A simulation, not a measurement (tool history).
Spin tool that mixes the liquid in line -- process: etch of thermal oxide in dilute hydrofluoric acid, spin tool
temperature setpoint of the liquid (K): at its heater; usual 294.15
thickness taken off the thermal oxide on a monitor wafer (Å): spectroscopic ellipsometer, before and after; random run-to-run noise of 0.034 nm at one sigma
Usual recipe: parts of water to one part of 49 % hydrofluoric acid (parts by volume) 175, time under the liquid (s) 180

run,hour,temperature setpoint of the liquid (K),parts of water to one part of 49 % hydrofluoric acid (parts by volume),time under the liquid (s),"read-back film thickness of the thermal oxide reference wafer, read on the same gauge (nm)",thickness taken off the thermal oxide on a monitor wafer (Å)
1,0.0,294.15,175,180,89.993,33.82
2,89.9,294.15,175,180,89.976,34.04
3,146.3,292.15,175,180,89.968,30.76
4,217.9,292.15,175,180,89.989,31.46
5,290.6,294.15,175,180,89.955,33.16
6,388.2,294.15,175,180,90.004,33.12
7,433.5,294.15,175,205,90.020,38.41
8,487.9,294.15,175,205,90.018,37.87
9,582.4,294.15,175,205,89.997,38.44
10,646.3,294.15,175,180,89.972,33.48
11,731.1,294.15,175,180,90.027,33.22
# hour 765.0: hydrofluoric acid flow meter replaced
12,830.1,294.15,175,180,89.942,32.97
# hour 906.4: thermometer replaced
13,918.2,294.15,110,180,90.024,61.60
14,973.6,294.15,110,180,89.969,59.58
# hour 991.2: gauge calibrated
15,1047.3,296.15,135,180,90.009,52.05
16,1368.2,294.15,175,180,90.013,35.00
17,1427.6,294.15,175,180,89.953,35.16
18,1476.0,292.15,175,135,89.949,23.83
19,1556.0,291.15,175,115,90.030,19.26
20,1601.1,294.15,175,180,89.992,34.76
21,1692.7,292.65,150,230,89.957,50.30
22,1780.9,294.15,175,180,89.986,33.83
# hour 1804.5: hydrofluoric acid flow meter replaced
23,1842.1,294.15,245,275,90.012,35.57
24,1879.1,290.15,175,180,90.063,29.11
25,1920.8,294.15,175,180,89.984,34.16
26,1998.5,296.65,105,270,89.986,103.50
27,2042.2,294.15,175,145,89.984,27.67
28,2095.0,290.15,200,180,89.979,25.14
29,2172.7,294.15,175,90,90.009,17.31
30,2286.0,294.15,175,180,89.985,34.35
31,2379.8,294.15,175,180,89.974,34.45

Predict each of these 3 candidate next runs independently; none follows another, all start after run 31:
A,2380.3,294.15,175,75,?,?
B,2380.3,294.15,255,180,?,?
C,2380.3,295.65,150,255,?,?

run,"read-back film thickness of the thermal oxide reference wafer, read on the same gauge (nm)",thickness taken off the thermal oxide on a monitor wafer (Å)
A,89.998,14.43
B,89.998,22.00
C,89.998,62.31
The same runs, with their run-to-run variation unchanged, on a tool lacking any hidden condition would have given:
run,thickness taken off the thermal oxide on a monitor wafer (Å)
A,15.05
B,22.90
C,64.99
